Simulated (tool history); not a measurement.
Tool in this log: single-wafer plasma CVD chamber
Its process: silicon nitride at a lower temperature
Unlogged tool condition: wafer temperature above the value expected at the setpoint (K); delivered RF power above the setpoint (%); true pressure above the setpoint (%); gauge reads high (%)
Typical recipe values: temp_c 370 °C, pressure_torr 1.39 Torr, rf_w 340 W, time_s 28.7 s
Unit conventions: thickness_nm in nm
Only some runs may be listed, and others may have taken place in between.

| run | hour | temp_c | pressure_torr | rf_w | time_s | wafers since the last listed run | hours since the last thermocouple change | hours since the last RF generator calibration | hours since the last manometer calibration | hours since the showerhead was replaced | hours since the gauge calibration | read-back reference wafer on the same gauge, thickness_nm | thickness_nm |
|---|---|---|---|---|---|---|---|---|---|---|---|---|---|
| 1 | 0.0 | 370 | 1.39 | 340 | 28.7 | 0 | 345.5 | 477.3 | 993.6 | 4571.8 | 236.3 | 37.296 | 37.648 |
| 2 | 66.4 | 370 | 1.39 | 340 | 28.7 | 1083 | 411.9 | 543.7 | 1060.0 | 4638.2 | 302.7 | 37.515 | 37.997 |
|  | 126.7 | showerhead replaced |
| 3 | 152.5 | 370 | 1.39 | 340 | 28.7 | 1274 | 498.0 | 629.8 | 1146.1 | 25.8 | 388.8 | 37.600 | 37.951 |
| 4 | 237.8 | 370 | 1.39 | 340 | 28.7 | 1391 | 583.3 | 715.1 | 1231.4 | 111.1 | 474.1 | 37.629 | 38.124 |
| 5 | 478.5 | 370 | 1.39 | 340 | 28.7 | 3926 | 824.0 | 955.8 | 1472.1 | 351.8 | 714.8 | 37.769 | 38.224 |
|  | 773.7 | capacitance manometer re-zeroed and calibrated |
|  | 796.4 | RF generator calibrated |
| 6 | 802.2 | 370 | 1.39 | 340 | 28.7 | 5020 | 1147.7 | 5.8 | 28.5 | 675.5 | 1038.5 | 38.061 | 38.321 |
| 7 | 896.1 | 370 | 1.39 | 305 | 31.8 | 1531 | 1241.6 | 99.7 | 122.4 | 769.4 | 1132.4 | 38.022 | 39.564 |
| 8 | 964.6 | 370 | 1.19 | 340 | 28.7 | 1117 | 1310.1 | 168.2 | 190.9 | 837.9 | 1200.9 | 38.145 | 37.274 |
| 9 | 1025.1 | 370 | 1.39 | 340 | 28.7 | 987 | 1370.6 | 228.7 | 251.4 | 898.4 | 1261.4 | 38.088 | 38.550 |
| 10 | 1066.5 | 380 | 1.05 | 380 | 28.7 | 675 | 1412.0 | 270.1 | 292.8 | 939.8 | 1302.8 | 38.122 | 39.123 |
| 11 | 1162.7 | 370 | 1.08 | 375 | 28.7 | 1569 | 1508.2 | 366.3 | 389.0 | 1036.0 | 1399.0 | 38.211 | 39.040 |
| 12 | 1261.0 | 370 | 1.39 | 340 | 28.7 | 1603 | 1606.5 | 464.6 | 487.3 | 1134.3 | 1497.3 | 38.156 | 38.400 |
| 13 | 1319.0 | 370 | 1.39 | 340 | 24.6 | 946 | 1664.5 | 522.6 | 545.3 | 1192.3 | 1555.3 | 38.155 | 32.900 |

Predict the results of run 14:
|  | 1400.0 | thermocouple changed; heater temperature recalibrated |
| 14 | 1400.5 | 370 | 1.18 | 370 | 28.7 | 1199 | 0.5 | 604.1 | 626.8 | 1273.8 | 1636.8 | ? | ? |

{"run 14": {"read-back reference wafer on the same gauge, thickness_nm": 38.178, "thickness_nm": 39.414}}
With no hidden state in the tool, this same run would have given thickness_nm 38.058 nm.
